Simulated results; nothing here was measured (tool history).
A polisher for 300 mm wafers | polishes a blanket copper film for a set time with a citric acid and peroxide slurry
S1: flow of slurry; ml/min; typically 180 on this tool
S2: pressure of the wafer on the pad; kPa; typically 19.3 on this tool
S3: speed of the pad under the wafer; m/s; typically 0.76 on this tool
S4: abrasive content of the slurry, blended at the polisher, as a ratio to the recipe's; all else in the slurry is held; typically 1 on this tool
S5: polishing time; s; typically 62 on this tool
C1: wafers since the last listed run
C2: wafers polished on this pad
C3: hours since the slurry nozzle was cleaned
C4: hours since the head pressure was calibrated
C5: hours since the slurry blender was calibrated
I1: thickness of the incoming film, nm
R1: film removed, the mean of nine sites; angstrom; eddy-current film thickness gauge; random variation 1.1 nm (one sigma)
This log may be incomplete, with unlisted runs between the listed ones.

run   hour   S1    S2    S3   S4  S5   C1    C2     C3      C4     C5      I1    R1
  1      0  180  19.3  0.76  1.2  62    0    92    9.1  1120.7   70.4  1067.3  1107
  2   28.5  180  19.3  0.76  1.2  62  291   383   37.6  1149.2   98.9  1085.7  1085
  3   72.5  180  19.3  0.76  1.2  62  449   832   81.6  1193.2  142.9  1078.9  1019
        94  -- worn pad replaced by a new one
  4  102.7  180  19.3  0.76    1  62  267    88  111.8  1223.4  173.1  1080.2  1103
  5  129.6  180  19.3  0.76    1  62  274   363  138.7  1250.3    200  1059.4  1047
  6  144.5  180  19.3  0.76    1  62  152   515  153.6  1265.2  214.9  1062.6  1040
     149.1  -- slurry blender recalibrated
  7  178.9  180  19.3  0.76    1  62  330   846    188  1299.6   29.8  1077.1  1011
  8  194.3  180  19.3  0.76    1  62  157  1003  203.4    1315   45.2  1058.2  1003
     229.6  -- worn pad replaced by a new one
  9  230.1  180  19.3  0.76    1  62  324     5  239.2  1350.8     81  1071.4  1106
 10  260.7  180  19.3  0.76    1  62  312   317  269.8  1381.4  111.6  1092.9  1058
     271.4  -- head pressure recalibrated
 11  284.9  180  15.2  0.76    1  62  226   544    294    13.5  135.8    1062   814
 12  313.7  180  15.2  0.76    1  62  294   838  322.8    42.3  164.6  1082.3   811
 13  333.9  180  19.3  0.76    1  62  206  1044    343    62.5  184.8  1078.6  1002
     343.7  -- worn pad replaced by a new one
 14  357.4  200  14.5  0.76    1  68  199   139  366.5      86  208.3  1074.6   928
       371  -- slurry blender recalibrated
 15  377.7  180  13.8  0.76    1  62  186   326  386.8   106.3    6.7  1064.8   776
 16  391.5  180  19.3  0.76  0.9  62  140   467  400.6   120.1   20.5  1061.9  1014
 17  426.4  215  19.3  0.76    1  62  356   823  435.5     155   55.4  1083.6  1046
     442.4  -- slurry nozzle cleaned
 18  447.4  235  24.1  0.76    1  62  204  1027      5     176   76.4    1053  1257
       460  -- worn pad replaced by a new one
 19  460.5  155  19.3  0.64    1  62   92     5   18.1   189.1   89.5  1060.1   927
 20  480.1  180  19.3  0.76    1  62  200   205   37.7   208.7  109.1  1093.8  1054
 21  515.7  225  16.5  0.76    1  53  363   569   73.3   244.3  144.7  1094.2   786
 22  531.7  240  19.3  0.76    1  48  163   732   89.3   260.3  160.7  1063.8   821
     562.8  -- worn pad replaced by a new one
 23  566.5  160  19.3  0.98    1  75  314    38  124.1   295.1  195.5  1069.2  1693
 24  580.6  215  19.3  0.76    1  62  143   182  138.2   309.2  209.6  1078.2  1094
     583.8  -- slurry blender recalibrated
 25  603.6  180  19.3   0.6    1  46  214   396  161.2   332.2   19.8  1064.1   612

4 ways to go on from here, each from the tool as it stands after run 25. What would each give?
  A   604  180  19.3  0.76  1.15  62   4  400  161.6  332.6  20.2  1089.1   ?
  B   604  200  19.3  0.76   0.7  62   4  400  161.6  332.6  20.2  1089.1   ?
  C   604  130  24.1  0.62     1  46   4  400  161.6  332.6  20.2  1089.1   ?
  D   604  205  13.8  0.76     1  53   4  400  161.6  332.6  20.2  1089.1   ?

run    R1
  A  1076
  B  1004
  C   757
  D   668
The same runs, with their run-to-run variation unchanged, on a tool lacking any hidden condition would have given:
run    R1
  A  1154
  B  1077
  C   812
  D   716
